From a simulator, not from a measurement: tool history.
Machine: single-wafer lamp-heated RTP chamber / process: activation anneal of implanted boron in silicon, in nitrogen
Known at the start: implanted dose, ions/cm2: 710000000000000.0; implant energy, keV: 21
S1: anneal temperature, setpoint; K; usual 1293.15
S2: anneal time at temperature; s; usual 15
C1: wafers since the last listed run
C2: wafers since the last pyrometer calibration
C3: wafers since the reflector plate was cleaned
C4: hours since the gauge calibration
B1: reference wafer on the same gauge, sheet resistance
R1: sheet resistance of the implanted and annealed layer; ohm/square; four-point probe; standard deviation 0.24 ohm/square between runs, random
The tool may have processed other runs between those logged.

| run | hour | S1 | S2 | C1 | C2 | C3 | C4 | B1 | R1 |
|---|---|---|---|---|---|---|---|---|---|
| 1 | 0.0 | 1293.15 | 15 | 0 | 2020 | 4585 | 385.5 | 133.02 | 161.96 |
| 2 | 9.4 | 1293.15 | 15 | 91 | 2112 | 4677 | 394.9 | 132.98 | 162.21 |
| 3 | 24.6 | 1280.15 | 15 | 148 | 2261 | 4826 | 410.1 | 132.97 | 163.75 |
| 4 | 39.7 | 1299.15 | 15 | 147 | 2408 | 4974 | 425.2 | 133.03 | 161.13 |
| 5 | 46.9 | 1299.15 | 15 | 70 | 2479 | 5044 | 432.4 | 133.00 | 160.82 |
| 6 | 79.7 | 1299.15 | 15 | 320 | 2800 | 5365 | 465.2 | 133.02 | 161.08 |
|  | 92.9 | reflector plate cleaned |
| 7 | 93.4 | 1293.15 | 15 | 55 | 2856 | 4 | 478.9 | 133.01 | 162.28 |
| 8 | 100.3 | 1293.15 | 15 | 67 | 2923 | 72 | 485.8 | 133.02 | 162.02 |
| 9 | 112.0 | 1293.15 | 10 | 114 | 3038 | 186 | 497.5 | 132.99 | 163.24 |
| 10 | 127.0 | 1293.15 | 15 | 146 | 3184 | 333 | 512.5 | 133.01 | 162.98 |
| 11 | 133.1 | 1293.15 | 15 | 59 | 3244 | 393 | 518.6 | 133.02 | 162.61 |
| 12 | 147.6 | 1293.15 | 15 | 141 | 3386 | 535 | 533.1 | 133.01 | 161.80 |
| 13 | 160.5 | 1293.15 | 15 | 126 | 3512 | 661 | 546.0 | 133.00 | 162.68 |
|  | 165.9 | gauge calibrated |
| 14 | 167.7 | 1293.15 | 15 | 70 | 3583 | 731 | 1.8 | 133.00 | 162.89 |
| 15 | 183.2 | 1293.15 | 8 | 151 | 3734 | 883 | 17.3 | 133.03 | 163.17 |
| 16 | 194.3 | 1274.15 | 19 | 108 | 3843 | 992 | 28.4 | 133.00 | 165.31 |
| 17 | 200.5 | 1293.15 | 15 | 60 | 3904 | 1052 | 34.6 | 133.02 | 162.90 |
| 18 | 215.0 | 1293.15 | 15 | 141 | 4045 | 1194 | 49.1 | 133.00 | 162.46 |
|  | 223.5 | pyrometer window cleaned and pyrometer calibrated |
| 19 | 268.9 | 1293.15 | 11 | 449 | 444 | 1643 | 103.0 | 133.04 | 162.53 |
| 20 | 276.5 | 1293.15 | 15 | 74 | 518 | 1718 | 110.6 | 132.99 | 162.24 |
| 21 | 292.1 | 1266.15 | 19 | 152 | 671 | 1870 | 126.2 | 133.00 | 168.30 |
| 22 | 303.8 | 1293.15 | 15 | 114 | 786 | 1985 | 137.9 | 132.95 | 162.40 |
| 23 | 320.3 | 1302.15 | 15 | 161 | 947 | 2146 | 154.4 | 133.03 | 161.44 |
| 24 | 337.1 | 1293.15 | 15 | 164 | 1111 | 2311 | 171.2 | 132.98 | 162.67 |
| 25 | 346.6 | 1309.15 | 19 | 92 | 1204 | 2404 | 180.7 | 132.98 | 160.44 |
| 26 | 354.0 | 1272.15 | 10 | 72 | 1277 | 2476 | 188.1 | 133.01 | 168.11 |
| 27 | 366.3 | 1293.15 | 15 | 120 | 1397 | 2596 | 200.4 | 133.02 | 162.32 |
| 28 | 382.3 | 1293.15 | 15 | 156 | 1554 | 2753 | 216.4 | 132.99 | 162.22 |
| 29 | 399.9 | 1323.15 | 24 | 172 | 1726 | 2925 | 234.0 | 133.00 | 159.21 |
| 30 | 415.5 | 1276.15 | 12 | 152 | 1879 | 3078 | 249.6 | 132.96 | 165.67 |
| 31 | 430.6 | 1302.15 | 8 | 147 | 2026 | 3226 | 264.7 | 132.96 | 162.13 |
| 32 | 440.1 | 1267.15 | 15 | 92 | 2119 | 3319 | 274.2 | 133.00 | 167.83 |
| 33 | 450.2 | 1301.15 | 10 | 98 | 2218 | 3417 | 284.3 | 133.02 | 162.29 |
| 34 | 463.3 | 1293.15 | 15 | 128 | 2346 | 3546 | 297.4 | 132.99 | 161.87 |
| 35 | 480.5 | 1284.15 | 6 | 168 | 2515 | 3714 | 314.6 | 132.99 | 165.16 |
| 36 | 491.1 | 1293.15 | 15 | 103 | 2618 | 3818 | 325.2 | 132.94 | 161.77 |
| 37 | 499.6 | 1280.15 | 22 | 83 | 2702 | 3901 | 333.7 | 133.02 | 163.20 |

Each row is a separate what-if for the run after 37, all from the same tool condition, not one after another. Results?
| A | 500.0 | 1293.15 | 20 | 3 | 2705 | 3905 | 334.1 | ? | ? |
| B | 500.0 | 1320.15 | 23 | 3 | 2705 | 3905 | 334.1 | ? | ? |
| C | 500.0 | 1285.15 | 20 | 3 | 2705 | 3905 | 334.1 | ? | ? |
| D | 500.0 | 1320.15 | 8 | 3 | 2705 | 3905 | 334.1 | ? | ? |

| run | B1 | R1 |
|---|---|---|
| A | 133.01 | 161.57 |
| B | 133.01 | 159.53 |
| C | 133.01 | 162.53 |
| D | 133.01 | 160.96 |
The same runs, with their run-to-run variation unchanged, on a tool lacking any hidden condition would have given:
| run | R1 |
|---|---|
| A | 162.01 |
| B | 159.71 |
| C | 163.14 |
| D | 161.12 |
